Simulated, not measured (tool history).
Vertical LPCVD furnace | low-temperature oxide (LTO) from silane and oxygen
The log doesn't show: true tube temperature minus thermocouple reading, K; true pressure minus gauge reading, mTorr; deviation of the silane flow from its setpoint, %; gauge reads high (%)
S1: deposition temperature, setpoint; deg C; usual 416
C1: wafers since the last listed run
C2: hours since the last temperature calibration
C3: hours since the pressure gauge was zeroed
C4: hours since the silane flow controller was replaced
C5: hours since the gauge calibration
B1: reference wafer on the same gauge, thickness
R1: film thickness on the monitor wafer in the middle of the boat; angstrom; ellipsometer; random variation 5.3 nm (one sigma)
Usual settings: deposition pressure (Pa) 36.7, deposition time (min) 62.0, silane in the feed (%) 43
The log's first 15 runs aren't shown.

At hour 870.2: gauge calibrated.
Run 16, hour 949.9: usual settings but S1 420 deg C, deposition time (min) 76.5, silane in the feed (%) 39; C1 1322; C2 1102.0; C3 1082.8; C4 1180.5; C5 79.7; B1 963.60. Result: R1 10640.7 angstrom.
Run 17, hour 1011.8: usual settings but deposition pressure (Pa) 44.7; C1 986; C2 1163.9; C3 1144.7; C4 1242.4; C5 141.6; B1 963.59. Result: R1 11211.9 angstrom.
Run 18, hour 1080.3: usual settings; C1 1091; C2 1232.4; C3 1213.2; C4 1310.9; C5 210.1; B1 962.75. Result: R1 9139.2 angstrom.
Run 19, hour 1117.5: usual settings but deposition pressure (Pa) 32.0, deposition time (min) 41.0, silane in the feed (%) 47; C1 592; C2 1269.6; C3 1250.4; C4 1348.1; C5 247.3; B1 961.41. Result: R1 5831.0 angstrom.
Run 20, hour 1155.9: usual settings but S1 406 deg C, deposition pressure (Pa) 42.7; C1 611; C2 1308.0; C3 1288.8; C4 1386.5; C5 285.7; B1 962.74. Result: R1 9680.4 angstrom.
Run 21, hour 1254.0: usual settings but S1 405 deg C, deposition pressure (Pa) 45.3, deposition time (min) 51.0, silane in the feed (%) 48; C1 1562; C2 1406.1; C3 1386.9; C4 1484.6; C5 383.8; B1 963.37. Result: R1 9348.7 angstrom.
Run 22, hour 1351.6: usual settings; C1 1554; C2 1503.7; C3 1484.5; C4 1582.2; C5 481.4; B1 961.00. Result: R1 9132.8 angstrom.
Run 23, hour 1400.4: usual settings but S1 411 deg C, deposition pressure (Pa) 39.3, deposition time (min) 48.5; C1 777; C2 1552.5; C3 1533.3; C4 1631.0; C5 530.2; B1 961.78. Result: R1 7306.6 angstrom.
Run 24, hour 1468.5: usual settings but deposition pressure (Pa) 34.0, deposition time (min) 80.0; C1 1084; C2 1620.6; C3 1601.4; C4 1699.1; C5 598.3; B1 961.41. Result: R1 10914.7 angstrom.
Run 25, hour 1544.8: usual settings but S1 421 deg C, deposition time (min) 46.5, silane in the feed (%) 50; C1 1215; C2 1696.9; C3 1677.7; C4 1775.4; C5 674.6; B1 963.08. Result: R1 8237.5 angstrom.
Run 26, hour 1645.5: usual settings but S1 422 deg C, deposition pressure (Pa) 45.3, deposition time (min) 50.0, silane in the feed (%) 40; C1 1604; C2 1797.6; C3 1778.4; C4 1876.1; C5 775.3; B1 963.49. Result: R1 8969.8 angstrom.
Run 27, hour 1682.6: usual settings; C1 590; C2 1834.7; C3 1815.5; C4 1913.2; C5 812.4; B1 962.36. Result: R1 9131.7 angstrom.
Run 28, hour 1787.5: usual settings but S1 409 deg C, deposition pressure (Pa) 30.7; C1 1671; C2 1939.6; C3 1920.4; C4 2018.1; C5 917.3; B1 962.63. Result: R1 7060.0 angstrom.
Run 29, hour 1831.9: usual settings; C1 707; C2 1984.0; C3 1964.8; C4 2062.5; C5 961.7; B1 964.18. Result: R1 9053.8 angstrom.
Run 30, hour 1932.0: usual settings but silane in the feed (%) 50; C1 1594; C2 2084.1; C3 2064.9; C4 2162.6; C5 1061.8; B1 961.13. Result: R1 10468.6 angstrom.

Forecast each of these 5 alternatives for the next run:
Run A, hour 1937.3: usual settings but deposition time (min) 47.5; C1 84; C2 2089.4; C3 2070.2; C4 2167.9; C5 1067.1; B1 ?. Result: R1 ?.
Run B, hour 1937.3: usual settings but S1 413 deg C, silane in the feed (%) 48; C1 84; C2 2089.4; C3 2070.2; C4 2167.9; C5 1067.1; B1 ?. Result: R1 ?.
Run C, hour 1937.3: usual settings but deposition pressure (Pa) 40.0, silane in the feed (%) 49; C1 84; C2 2089.4; C3 2070.2; C4 2167.9; C5 1067.1; B1 ?. Result: R1 ?.
Run D, hour 1937.3: usual settings but S1 420 deg C, deposition pressure (Pa) 31.3, deposition time (min) 50.0, silane in the feed (%) 38; C1 84; C2 2089.4; C3 2070.2; C4 2167.9; C5 1067.1; B1 ?. Result: R1 ?.
Run E, hour 1937.3: usual settings but deposition pressure (Pa) 32.7; C1 84; C2 2089.4; C3 2070.2; C4 2167.9; C5 1067.1; B1 ?. Result: R1 ?.

run      B1       R1
  A  962.06   6981.7
  B  962.06   9819.1
  C  962.06  11234.5
  D  962.06   5685.1
  E  962.06   8102.9
Without the tool's hidden state the same runs would have given:
run       R1
  A   7093.8
  B   9976.7
  C  11399.7
  D   5792.2
  E   8249.2

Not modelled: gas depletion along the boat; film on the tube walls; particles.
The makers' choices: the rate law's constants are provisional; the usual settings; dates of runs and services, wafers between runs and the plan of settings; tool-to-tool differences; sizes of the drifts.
